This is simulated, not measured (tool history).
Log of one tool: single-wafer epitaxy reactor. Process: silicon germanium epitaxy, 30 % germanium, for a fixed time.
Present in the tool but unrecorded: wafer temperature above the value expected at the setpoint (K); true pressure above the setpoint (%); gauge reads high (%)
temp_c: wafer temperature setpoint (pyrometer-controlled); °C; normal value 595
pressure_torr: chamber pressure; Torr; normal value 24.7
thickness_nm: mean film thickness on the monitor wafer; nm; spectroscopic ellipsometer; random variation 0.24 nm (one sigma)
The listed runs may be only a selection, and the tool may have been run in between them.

run,hour,temp_c,pressure_torr,wafers since the last listed run,hours since the last pyrometer calibration,hours since the last manometer calibration,hours since the showerhead was replaced,hours since the gauge calibration,"read-back reference wafer on the same gauge, thickness_nm",thickness_nm
1,0,595,21.2,0,1857.4,478.9,3740.3,705.4,66.514,55.845
2,41.4,595,21.2,900,1898.8,520.3,3781.7,746.8,66.453,56.215
3,72.3,595,21.2,672,1929.7,551.2,3812.6,777.7,66.481,56.135
4,113.5,595,26.1,896,1970.9,592.4,3853.8,818.9,66.388,60.337
5,188.6,595,26.1,1633,2046,667.5,3928.9,894,66.501,60.854
6,230,595,26.1,900,2087.4,708.9,3970.3,935.4,66.42,60.583
7,290.4,595,24.7,1313,2147.8,769.3,4030.7,995.8,66.477,58.95
8,321.4,595,24.7,674,2178.8,800.3,4061.7,1026.8,66.51,59.184
9,385.1,595,24.7,1385,2242.5,864,4125.4,1090.5,66.473,58.653
10,452.8,602,24.7,1472,2310.2,931.7,4193.1,1158.2,66.483,68.269
11,517.9,602,24.7,1415,2375.3,996.8,4258.2,1223.3,66.425,68.003
12,565.6,602,24.7,1037,2423,1044.5,4305.9,1271,66.357,67.873
13,597.4,595,24.7,691,2454.8,1076.3,4337.7,1302.8,66.589,58.637
# hour 603.7: gauge calibrated
14,630.7,595,24.7,724,2488.1,1109.6,4371,27,66.509,58.466
15,663.3,605,21.9,709,2520.7,1142.2,4403.6,59.6,66.459,68.655
16,729.9,595,30.2,1448,2587.3,1208.8,4470.2,126.2,66.495,63.217
# hour 753.7: capacitance manometer re-zeroed and calibrated
17,771.5,595,21.2,730,2628.9,17.8,4511.8,167.8,66.374,55.11
# hour 814.3: showerhead replaced
18,836.6,588,27.2,1241,2694,82.9,22.3,232.9,66.472,51.796
# hour 859.6: pyrometer calibrated
19,903,599,19,1270,43.4,149.3,88.7,299.3,66.468,64.035
20,951,602,21.4,1044,91.4,197.3,136.7,347.3,66.446,71.154
21,976.2,605,19.8,548,116.6,222.5,161.9,372.5,66.566,73.71
22,1047.1,595,19.1,1542,187.5,293.4,232.8,443.4,66.472,59.338
# hour 1056.7: pyrometer calibrated, repeated, since the last time left the tool worse
23,1109.8,600,24.7,1189,53.1,356.1,295.5,506.1,66.531,67.491
24,1161.4,595,24.7,1122,104.7,407.7,347.1,557.7,66.437,61.068
25,1214.1,590,24.7,1146,157.4,460.4,399.8,610.4,66.591,54.917
26,1279.6,595,24.7,1424,222.9,525.9,465.3,675.9,66.515,60.506
27,1347,581,24.7,1465,290.3,593.3,532.7,743.3,66.541,45.006

4 ways to go on from here, each from the tool as it stands after run 27. What would each give?
A,1347.4,595,24.7,8,290.7,593.7,533.1,743.7,?,?
B,1347.4,580,20.8,8,290.7,593.7,533.1,743.7,?,?
C,1347.4,583,26.9,8,290.7,593.7,533.1,743.7,?,?
D,1347.4,580,21.4,8,290.7,593.7,533.1,743.7,?,?

run,"read-back reference wafer on the same gauge, thickness_nm",thickness_nm
A,66.583,60.489
B,66.583,41.053
C,66.583,48.353
D,66.583,41.499
With no hidden state in the tool, these same runs would have given:
run,thickness_nm
A,60.175
B,40.831
C,48.094
D,41.274

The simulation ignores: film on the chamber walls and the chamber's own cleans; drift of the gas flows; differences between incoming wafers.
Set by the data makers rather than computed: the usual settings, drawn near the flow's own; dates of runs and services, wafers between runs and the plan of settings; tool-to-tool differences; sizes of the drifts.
